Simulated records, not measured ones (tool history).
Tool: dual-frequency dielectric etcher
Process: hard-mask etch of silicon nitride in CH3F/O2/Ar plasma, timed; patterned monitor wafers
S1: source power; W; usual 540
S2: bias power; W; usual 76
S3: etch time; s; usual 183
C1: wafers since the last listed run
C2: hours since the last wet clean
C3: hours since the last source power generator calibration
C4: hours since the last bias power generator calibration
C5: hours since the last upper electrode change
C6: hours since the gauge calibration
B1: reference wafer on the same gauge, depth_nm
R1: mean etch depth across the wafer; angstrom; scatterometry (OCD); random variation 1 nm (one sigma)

run,hour,S1,S2,S3,C1,C2,C3,C4,C5,C6,B1,R1
1,0,540,76,183,0,49,5047.8,54.2,4168.3,2343.6,149.8,1520
# hour 6.2: gauge calibrated
# hour 49.7: source power generator calibrated
2,202,540,90,183,1789,251,152.3,256.2,4370.3,195.8,149.8,1585
3,271.8,540,70,183,630,320.8,222.1,326,4440.1,265.6,149.9,1412
4,323.4,540,70,183,466,372.4,273.7,377.6,4491.7,317.2,150.1,1420
5,356.2,540,76,183,296,405.2,306.5,410.4,4524.5,350,150.3,1449
# hour 436.2: wet clean of the chamber
6,436.7,540,76,183,510,0.5,387,490.9,4605,430.5,150.1,1544
7,505.8,610,92,138.5,624,69.6,456.1,560,4674.1,499.6,150.1,1331
8,553.1,630,76,199.5,427,116.9,503.4,607.3,4721.4,546.9,150,1741
9,587.1,540,76,183,307,150.9,537.4,641.3,4755.4,580.9,150.2,1504
10,653.4,540,59,183,599,217.2,603.7,707.6,4821.7,647.2,150,1343
11,677.9,540,63,205,221,241.7,628.2,732.1,4846.2,671.7,150,1549
12,746,540,76,183,615,309.8,696.3,800.2,4914.3,739.8,150.1,1481
13,804.7,540,76,183,530,368.5,755,858.9,4973,798.5,150,1498
# hour 858: upper electrode replaced
14,858.5,540,76,183,269,422.3,808.8,912.7,0.5,852.3,149.9,1457
15,889.8,540,76,183,282,453.6,840.1,944,31.8,883.6,150.2,1472
# hour 980.8: wet clean of the chamber
16,981.3,540,76,143,610,0.5,931.6,1035.5,123.3,975.1,150.2,1180
17,1018.5,540,76,183,336,37.7,968.8,1072.7,160.5,1012.3,149.9,1501
18,1063.3,650,60,183,404,82.5,1013.6,1117.5,205.3,1057.1,149.8,1488
19,1107.9,540,62,183,403,127.1,1058.2,1162.1,249.9,1101.7,150,1379
20,1181.8,660,66,165,668,201,1132.1,1236,323.8,1175.6,150,1372
21,1212,540,76,183,273,231.2,1162.3,1266.2,354,1205.8,150,1480
22,1258,540,76,142,415,277.2,1208.3,1312.2,400,1251.8,149.9,1132
23,1282.3,540,82,162,219,301.5,1232.6,1336.5,424.3,1276.1,149.9,1336
24,1326.4,410,66,207.5,398,345.6,1276.7,1380.6,468.4,1320.2,149.7,1366
25,1354.3,580,94,183,252,373.5,1304.6,1408.5,496.3,1348.1,150.2,1658
26,1381.1,540,63,205,242,400.3,1331.4,1435.3,523.1,1374.9,150,1499
# hour 1417.2: wet clean of the chamber
27,1442,540,92,183,333,24.8,1392.3,1496.2,584,1435.8,150,1652
28,1469.6,540,76,183,249,52.4,1419.9,1523.8,611.6,1463.4,150.1,1526
29,1541.4,540,94,157.5,649,124.2,1491.7,1595.6,683.4,1535.2,150,1432

4 ways to go on from here, each from the tool as it stands after run 29. What would each give?
A,1541.9,540,76,183,4,124.7,1492.2,1596.1,683.9,1535.7,?,?
B,1541.9,500,82,218,4,124.7,1492.2,1596.1,683.9,1535.7,?,?
C,1541.9,600,93,152.5,4,124.7,1492.2,1596.1,683.9,1535.7,?,?
D,1541.9,480,76,215.5,4,124.7,1492.2,1596.1,683.9,1535.7,?,?

run,B1,R1
A,149.9,1502
B,149.9,1787
C,149.9,1427
D,149.9,1679
Without the tool's hidden state the same runs would have given:
run,R1
A,1511
B,1797
C,1435
D,1689
